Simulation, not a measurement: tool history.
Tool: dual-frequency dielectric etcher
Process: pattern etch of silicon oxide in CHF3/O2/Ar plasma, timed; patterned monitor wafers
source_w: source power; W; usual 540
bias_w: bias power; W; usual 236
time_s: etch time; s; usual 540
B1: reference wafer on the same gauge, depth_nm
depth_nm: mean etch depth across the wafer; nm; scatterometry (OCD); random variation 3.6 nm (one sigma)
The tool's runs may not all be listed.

run 1 hour=0 | source_w=540 bias_w=236 time_s=540 | B1=918.6 | depth_nm=1101.5
run 2 hour=56.2 | source_w=580 bias_w=236 time_s=540 | B1=920.2 | depth_nm=1151.1
run 3 hour=91.3 | source_w=580 bias_w=236 time_s=540 | B1=920.2 | depth_nm=1146.6
run 4 hour=122.2 | source_w=580 bias_w=236 time_s=540 | B1=918.9 | depth_nm=1143.1
run 5 hour=189.4 | source_w=460 bias_w=236 time_s=540 | B1=919.8 | depth_nm=1036.2
run 6 hour=246.2 | source_w=540 bias_w=236 time_s=540 | B1=920.6 | depth_nm=1115.7
run 7 hour=293.6 | source_w=540 bias_w=236 time_s=540 | B1=919.8 | depth_nm=1113.5
run 8 hour=328 | source_w=540 bias_w=236 time_s=540 | B1=919.8 | depth_nm=1112.6
run 9 hour=385.8 | source_w=540 bias_w=236 time_s=540 | B1=919.3 | depth_nm=1109.7
run 10 hour=414 | source_w=540 bias_w=236 time_s=540 | B1=919.9 | depth_nm=1090.1
run 11 hour=472.2 | source_w=540 bias_w=212 time_s=461.5 | B1=919.2 | depth_nm=872.3
run 12 hour=523.3 | source_w=540 bias_w=212 time_s=461.5 | B1=919.7 | depth_nm=876.6
run 13 hour=571.9 | source_w=540 bias_w=212 time_s=461.5 | B1=919.7 | depth_nm=873
run 14 hour=614 | source_w=540 bias_w=236 time_s=540 | B1=919.3 | depth_nm=1093.5
run 15 hour=661.5 | source_w=540 bias_w=236 time_s=666.5 | B1=919.6 | depth_nm=1342.1
run 16 hour=777.5 | source_w=590 bias_w=236 time_s=678.5 | B1=919.3 | depth_nm=1431.7
run 17 hour=844.6 | source_w=480 bias_w=192 time_s=603 | B1=920.6 | depth_nm=1031.3
run 18 hour=903.7 | source_w=420 bias_w=190 time_s=413 | B1=920.6 | depth_nm=668.7
run 19 hour=973.5 | source_w=540 bias_w=236 time_s=540 | B1=920.4 | depth_nm=1104.5
run 20 hour=998 | source_w=610 bias_w=285 time_s=381.5 | B1=920 | depth_nm=907.3
run 21 hour=1028.3 | source_w=430 bias_w=236 time_s=471 | B1=920.3 | depth_nm=871.3
run 22 hour=1094.3 | source_w=580 bias_w=188 time_s=540 | B1=920.6 | depth_nm=1010.4
run 23 hour=1167.6 | source_w=480 bias_w=192 time_s=603 | B1=920.2 | depth_nm=1044.6
run 24 hour=1187.1 | source_w=440 bias_w=236 time_s=540 | B1=918.8 | depth_nm=1003.7
run 25 hour=1213.7 | source_w=500 bias_w=178 time_s=684.5 | B1=919.8 | depth_nm=1150.7
run 26 hour=1275.1 | source_w=400 bias_w=236 time_s=540 | B1=920.5 | depth_nm=959.6
run 27 hour=1325.9 | source_w=540 bias_w=236 time_s=639 | B1=919.4 | depth_nm=1305.8
run 28 hour=1377.5 | source_w=540 bias_w=236 time_s=540 | B1=919.4 | depth_nm=1099.2
run 29 hour=1408.3 | source_w=540 bias_w=236 time_s=666.5 | B1=920.3 | depth_nm=1358.5
run 30 hour=1462 | source_w=630 bias_w=236 time_s=540 | B1=919.7 | depth_nm=1179.9
run 31 hour=1511.7 | source_w=540 bias_w=202 time_s=473 | B1=920 | depth_nm=891

Not shown: 7 entries that the log had between the listed runs. Between which runs, and how does the tool's hidden state differ before and after?
Between runs 9 and 10: bias power generator calibrated (hour 409.2); wet clean of the chamber (hour 413.1)
  source power that arrives over what is set, %: 1.43 -> 1.5; bias power that arrives over what is set, %: 6.3 -> 0.612
  measured less the result without the state, depth_nm: +42 -> +10.7 nm
Between runs 14 and 15: upper electrode replaced (hour 661)
  source power that arrives over what is set, %: 2.04 -> 2.17; bias power that arrives over what is set, %: 1.75 -> 1.98
  measured less the result without the state, depth_nm: +19.6 -> +26.5 nm
Between runs 16 and 17: wet clean of the chamber (hour 810.6)
  source power that arrives over what is set, %: 2.52 -> 2.73; bias power that arrives over what is set, %: 2.5 -> 2.76
  measured less the result without the state, depth_nm: +33.9 -> +26.3 nm
Between runs 18 and 19: gauge calibrated (hour 914.4)
  source power that arrives over what is set, %: 2.92 -> 3.15; bias power that arrives over what is set, %: 2.98 -> 3.21
  measured less the result without the state, depth_nm: +18.2 -> +33.1 nm
Between runs 22 and 23: source power generator calibrated (hour 1104.2); wet clean of the chamber (hour 1167.1)
  source power that arrives over what is set, %: 3.57 -> 1.61; bias power that arrives over what is set, %: 3.58 -> 3.77
  measured less the result without the state, depth_nm: +32.9 -> +26.6 nm

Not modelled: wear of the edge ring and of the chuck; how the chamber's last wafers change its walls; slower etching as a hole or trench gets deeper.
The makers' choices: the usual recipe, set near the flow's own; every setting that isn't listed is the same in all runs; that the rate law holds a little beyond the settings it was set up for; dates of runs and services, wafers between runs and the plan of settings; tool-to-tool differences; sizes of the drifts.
